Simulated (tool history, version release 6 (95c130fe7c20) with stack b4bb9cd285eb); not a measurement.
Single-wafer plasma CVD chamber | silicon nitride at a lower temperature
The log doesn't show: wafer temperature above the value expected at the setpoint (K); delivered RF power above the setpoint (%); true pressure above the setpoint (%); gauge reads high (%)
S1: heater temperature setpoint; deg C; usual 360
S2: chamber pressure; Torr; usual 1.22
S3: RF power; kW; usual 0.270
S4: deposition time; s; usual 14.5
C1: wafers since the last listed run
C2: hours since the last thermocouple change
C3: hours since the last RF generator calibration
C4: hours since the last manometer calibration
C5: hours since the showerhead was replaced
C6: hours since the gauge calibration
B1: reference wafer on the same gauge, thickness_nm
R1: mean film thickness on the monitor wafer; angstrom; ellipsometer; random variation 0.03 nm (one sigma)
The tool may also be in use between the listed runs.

Run 1, day 0.000: usual settings; C1 0; C2 1235.4; C3 1318.0; C4 1104.9; C5 3228.8; C6 132.0; B1 13.101. Result: R1 122.94 angstrom.
Run 2, day 0.604: usual settings; C1 416; C2 1249.9; C3 1332.5; C4 1119.4; C5 3243.3; C6 146.5; B1 13.094. Result: R1 123.05 angstrom.
Run 3, day 1.854: usual settings but S3 0.315 kW; C1 862; C2 1279.9; C3 1362.5; C4 1149.4; C5 3273.3; C6 176.5; B1 13.098. Result: R1 141.51 angstrom.
Run 4, day 2.338: usual settings but S3 0.315 kW; C1 333; C2 1291.5; C3 1374.1; C4 1161.0; C5 3284.9; C6 188.1; B1 13.096. Result: R1 141.21 angstrom.
Run 5, day 2.712: usual settings; C1 258; C2 1300.5; C3 1383.1; C4 1170.0; C5 3293.9; C6 197.1; B1 13.096. Result: R1 122.35 angstrom.
At day 3.275: capacitance manometer re-zeroed and calibrated.
Run 6, day 3.371: usual settings; C1 224; C2 1316.3; C3 1398.9; C4 2.3; C5 3309.7; C6 212.9; B1 13.099. Result: R1 121.58 angstrom.
At day 3.588: gauge calibrated.
Run 7, day 3.988: usual settings; C1 425; C2 1331.1; C3 1413.7; C4 17.1; C5 3324.5; C6 9.6; B1 13.100. Result: R1 121.90 angstrom.
At day 4.517: thermocouple changed; heater temperature recalibrated.
At day 4.575: showerhead replaced, of another model than before.
Run 8, day 4.650: usual settings but S2 1.47 Torr, S3 0.255 kW, S4 12.6 s; C1 186; C2 3.2; C3 1429.6; C4 33.0; C5 1.8; C6 25.5; B1 13.097. Result: R1 106.63 angstrom.

Run 9 comes next. What will it give?
Run 9, day 5.208: usual settings but S1 347 deg C, S2 1.08 Torr, S3 0.230 kW, S4 15.7 s; C1 385; C2 16.6; C3 1443.0; C4 46.4; C5 15.2; C6 38.9; B1 ?. Result: R1 ?.

{"run 9": {"B1": 13.095, "R1": 115.82}}
Without the tool's hidden state the same run would have given R1 123.47 angstrom.

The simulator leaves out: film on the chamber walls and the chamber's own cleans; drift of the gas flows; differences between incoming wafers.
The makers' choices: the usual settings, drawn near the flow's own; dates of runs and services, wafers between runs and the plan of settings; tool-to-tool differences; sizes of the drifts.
